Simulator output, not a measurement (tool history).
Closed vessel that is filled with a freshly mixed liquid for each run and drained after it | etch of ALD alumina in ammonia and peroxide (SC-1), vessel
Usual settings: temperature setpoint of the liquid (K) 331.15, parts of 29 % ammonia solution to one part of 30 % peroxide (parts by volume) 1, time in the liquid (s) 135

run	day	temperature setpoint of the liquid (K)	parts of 29 % ammonia solution to one part of 30 % peroxide (parts by volume)	time in the liquid (s)	read-back film thickness of the ALD alumina reference wafer, read on the same gauge (nm)	thickness taken off the ALD alumina on a monitor wafer (Å)
1	0	331.15	1	135	150.01	74.3
# day 1.571: new drum of ammonia solution connected
2	3.862	331.15	1	135	149.99	74.6
3	6.725	331.15	1	135	149.98	73.6
# day 8.804: thermometer replaced
4	11.367	331.15	1	135	150.03	72.7
5	21.717	331.15	1	135	149.99	73.8
# day 22.7: new drum of ammonia solution connected
6	26.004	331.15	1	135	149.99	73.3
7	27.754	331.15	1	175	150	94.8
8	31.288	331.15	1	175	150.02	94.8
9	33.808	331.15	1	175	150.01	95.3
10	37.642	331.15	1	135	150.01	73
11	41.838	327.65	1	135	149.98	61.2
# day 42.625: new drum of ammonia solution connected
12	43.438	327.65	1	135	150	61.5
13	45.854	331.15	1	135	150	74.4
# day 47.117: thermometer replaced
14	47.6	331.15	1	135	150.02	73.2
15	51.279	337.15	1.2	95	150.01	70.6
16	54.542	331.15	1.2	135	149.98	73.7
# day 55.308: ammonia flow meter replaced
17	57.504	331.15	0.65	70	150.04	36.2

Forecast run 18:
18	59.279	322.15	0.8	80	?	?

Run 18 gave read-back film thickness of the ALD alumina reference wafer, read on the same gauge (nm) 150.01, thickness taken off the ALD alumina on a monitor wafer (Å) 26.3.
Without the tool's hidden state the same run would have given thickness taken off the ALD alumina on a monitor wafer (Å) 26.1.
